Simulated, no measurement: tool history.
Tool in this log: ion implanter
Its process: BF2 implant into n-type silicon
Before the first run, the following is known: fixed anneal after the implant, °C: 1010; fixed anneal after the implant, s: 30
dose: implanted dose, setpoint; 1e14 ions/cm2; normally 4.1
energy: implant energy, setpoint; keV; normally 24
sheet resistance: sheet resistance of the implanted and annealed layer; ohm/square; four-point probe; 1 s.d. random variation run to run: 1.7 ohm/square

run,hour,dose,energy,wafers since the last listed run,hours since the last dose calibration,hours since the extraction supply was calibrated,hours since the gauge calibration,"read-back reference wafer on the same gauge, sheet resistance",sheet resistance
1,0,4.69,28,0,584.6,2478,269.5,318.11,259.03
# hour 9: Faraday cup replaced and dose calibrated
2,63.2,4.1,24,921,54.2,2541.2,332.7,318.23,284.89
3,106.4,4.1,24,721,97.4,2584.4,375.9,317.89,286.64
4,176.5,3.84,24,1170,167.5,2654.5,446,318.73,303.78
5,225.3,3.84,24,814,216.3,2703.3,494.8,318.53,300.75
6,288.4,3.84,24,1053,279.4,2766.4,557.9,317.85,305.45
7,316.9,4.1,24,475,307.9,2794.9,586.4,317.91,288.65
8,342.2,4.1,24,422,333.2,2820.2,611.7,318.13,288.24
9,398.9,4.1,24,946,389.9,2876.9,668.4,317.98,289.52
10,444.6,4.1,24,762,435.6,2922.6,714.1,318.48,293.78
11,514.9,4.1,19.5,1173,505.9,2992.9,784.4,318.65,300.91
12,566.2,4.1,19.5,856,557.2,3044.2,835.7,318.12,302.29
# hour 587.5: Faraday cup replaced and dose calibrated
# hour 610.5: extraction supply calibrated
13,661.6,3.43,24,1325,74.1,51.1,931.1,317.72,337.22
14,719.5,3.52,24,966,132,109,989,318.45,328.35
15,767.2,5.24,24,796,179.7,156.7,1036.7,318.41,239.28
16,794.2,3.13,22,450,206.7,183.7,1063.7,317.44,366.37
17,842.6,4.1,24,808,255.1,232.1,1112.1,317.87,293.71
18,899.7,3.65,27.5,953,312.2,289.2,1169.2,317.77,318.56
19,945,3.51,26.5,756,357.5,334.5,1214.5,317.41,326.66
20,975.6,4.1,24,510,388.1,365.1,1245.1,317.33,291.94
21,1029.9,4.97,24,906,442.4,419.4,1299.4,317.85,253.79
22,1082.4,4.1,20.5,876,494.9,471.9,1351.9,317.6,301.61
23,1130.8,3.7,17.5,808,543.3,520.3,1400.3,318.35,333.37
24,1178,4.1,16,787,590.5,567.5,1447.5,317.43,312.95
# hour 1230.5: Faraday cup replaced and dose calibrated
25,1249.2,4.43,20,1055,18.7,638.7,1518.7,318.32,279.07
26,1315.3,4.45,31,1103,84.8,704.8,1584.8,318.07,262.8
# hour 1316.9: gauge calibrated
27,1357.7,4.1,29,707,127.2,747.2,40.8,318.11,283.37
28,1412.9,3.08,20.5,921,182.4,802.4,96,318.08,374.96
29,1458,4.1,24,752,227.5,847.5,141.1,318.16,292.66
30,1512.1,4.59,28.5,903,281.6,901.6,195.2,318.13,264.48
31,1574.8,4.1,16.5,1046,344.3,964.3,257.9,318.52,308.2
32,1627.4,5.17,32,878,396.9,1016.9,310.5,317.81,235.57
33,1692,2.89,31,1078,461.5,1081.5,375.1,318.36,384.99
34,1758,4.1,24,1101,527.5,1147.5,441.1,318.01,296.79
35,1790.1,3.59,21.5,535,559.6,1179.6,473.2,318.04,335.52
36,1838.3,3.51,26.5,804,607.8,1227.8,521.4,317.82,335.44
# hour 1861.3: Faraday cup replaced and dose calibrated
37,1900.7,4.53,24,908,39.4,1290.2,583.8,318.01,263.96
38,2092.3,4.69,29.5,3198,231,1481.8,775.4,317.74,251.57

Each row is a separate what-if for the run after 38, all from the same tool condition, not one after another. Results?
A,2092.7,4.1,18.5,6,231.4,1482.2,775.8,?,?
B,2092.7,4.1,28,6,231.4,1482.2,775.8,?,?
C,2092.7,4.93,28,6,231.4,1482.2,775.8,?,?

run,"read-back reference wafer on the same gauge, sheet resistance",sheet resistance
A,317.75,299.31
B,317.75,283.79
C,317.75,243.79
Take away the tool's hidden state, keep each run's random variation, and the runs would have read:
run,sheet resistance
A,296.73
B,281.11
C,241.58
